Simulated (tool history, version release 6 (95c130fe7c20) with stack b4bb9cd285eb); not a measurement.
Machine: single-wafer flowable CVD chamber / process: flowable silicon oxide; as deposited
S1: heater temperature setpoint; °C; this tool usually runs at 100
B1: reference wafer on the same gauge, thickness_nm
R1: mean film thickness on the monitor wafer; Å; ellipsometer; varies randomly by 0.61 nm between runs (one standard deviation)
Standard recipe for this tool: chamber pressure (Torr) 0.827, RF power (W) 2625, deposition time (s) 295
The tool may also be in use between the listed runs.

Run 1, day 0.000: usual settings; B1 181.897. Result: R1 2015.64 Å.
Run 2, day 2.000: usual settings; B1 182.040. Result: R1 2016.12 Å.
Run 3, day 4.054: usual settings; B1 182.115. Result: R1 2045.82 Å.
Run 4, day 8.275: usual settings but deposition time (s) 252; B1 181.955. Result: R1 1749.44 Å.
Run 5, day 12.646: usual settings but S1 89 °C, deposition time (s) 328; B1 182.043. Result: R1 3159.08 Å.
Run 6, day 14.304: usual settings but S1 93 °C, RF power (W) 2855, deposition time (s) 270; B1 181.954. Result: R1 2337.93 Å.
Run 7, day 16.704: usual settings; B1 181.892. Result: R1 2048.29 Å.
Run 8, day 25.621: usual settings but S1 93 °C, chamber pressure (Torr) 0.659, RF power (W) 2960; B1 182.047. Result: R1 2140.95 Å.
Run 9, day 27.396: usual settings but S1 105 °C; B1 181.847. Result: R1 1756.69 Å.
Run 10, day 31.200: usual settings but chamber pressure (Torr) 0.679; B1 181.950. Result: R1 1763.63 Å.
Run 11, day 34.604: usual settings but S1 96 °C; B1 181.850. Result: R1 2237.25 Å.
Run 12, day 36.862: usual settings but RF power (W) 2375; B1 181.796. Result: R1 1965.91 Å.
Run 13, day 39.100: usual settings but deposition time (s) 331; B1 181.838. Result: R1 2237.54 Å.
Run 14, day 42.875: usual settings; B1 181.820. Result: R1 1986.20 Å.
Run 15, day 45.108: usual settings but S1 107 °C, chamber pressure (Torr) 0.972, RF power (W) 2770, deposition time (s) 311; B1 182.391. Result: R1 1938.36 Å.
Run 16, day 49.392: usual settings but S1 112 °C, chamber pressure (Torr) 0.967, RF power (W) 3115, deposition time (s) 336; B1 181.892. Result: R1 1817.93 Å.
Run 17, day 52.646: usual settings but S1 108 °C, RF power (W) 2905, deposition time (s) 242; B1 181.764. Result: R1 1288.99 Å.
Run 18, day 55.142: usual settings; B1 182.134. Result: R1 2002.57 Å.
Run 19, day 59.017: usual settings but S1 88 °C, chamber pressure (Torr) 0.928, RF power (W) 2285, deposition time (s) 279; B1 182.277. Result: R1 2940.60 Å.
Run 20, day 61.992: usual settings but S1 107 °C, chamber pressure (Torr) 0.972, RF power (W) 2770, deposition time (s) 311; B1 181.878. Result: R1 1951.15 Å.
Run 21, day 63.646: usual settings but deposition time (s) 337; B1 181.908. Result: R1 2288.12 Å.
Run 22, day 65.817: usual settings but RF power (W) 2235; B1 181.853. Result: R1 1969.21 Å.
Run 23, day 70.312: usual settings but RF power (W) 2235; B1 182.099. Result: R1 1961.99 Å.
Run 24, day 74.417: usual settings but S1 105 °C; B1 182.131. Result: R1 1712.77 Å.
Run 25, day 77.829: usual settings but S1 89 °C, RF power (W) 2415, deposition time (s) 324; B1 182.193. Result: R1 3046.12 Å.
Run 26, day 80.083: usual settings but chamber pressure (Torr) 1.017, RF power (W) 2815, deposition time (s) 311; B1 182.028. Result: R1 2528.17 Å.
Run 27, day 84.517: usual settings but S1 107 °C, chamber pressure (Torr) 0.972, RF power (W) 2770, deposition time (s) 311; B1 182.085. Result: R1 1969.29 Å.

Removed from this log: 4 entries logged between the listed runs. Between which two listed runs does each belong, and how does the tool's hidden state at the listed run before it compare with that at the listed run after it?
Between runs 2 and 3: thermocouple changed; heater temperature recalibrated (day 2.929)
  wafer temperature above the value expected at the setpoint (K): -0.719 -> -1.18
  difference, measured minus the result without the unlogged condition, R1: +42.68 -> +70.88 Å
Between runs 9 and 10: RF generator calibrated (day 28.033)
  wafer temperature above the value expected at the setpoint (K): -1.58 -> -1.62
  difference, measured minus the result without the unlogged condition, R1: +83.39 -> +83.15 Å
Between runs 10 and 11: thermocouple changed; heater temperature recalibrated, repeated, since the last time left the tool worse (day 31.588)
  wafer temperature above the value expected at the setpoint (K): -1.62 -> -0.15
  difference, measured minus the result without the unlogged condition, R1: +83.15 -> +10.14 Å
Between runs 26 and 27: RF generator calibrated (day 82.688)
  wafer temperature above the value expected at the setpoint (K): -0.707 -> -0.732
  difference, measured minus the result without the unlogged condition, R1: +52.63 -> +43.47 Å

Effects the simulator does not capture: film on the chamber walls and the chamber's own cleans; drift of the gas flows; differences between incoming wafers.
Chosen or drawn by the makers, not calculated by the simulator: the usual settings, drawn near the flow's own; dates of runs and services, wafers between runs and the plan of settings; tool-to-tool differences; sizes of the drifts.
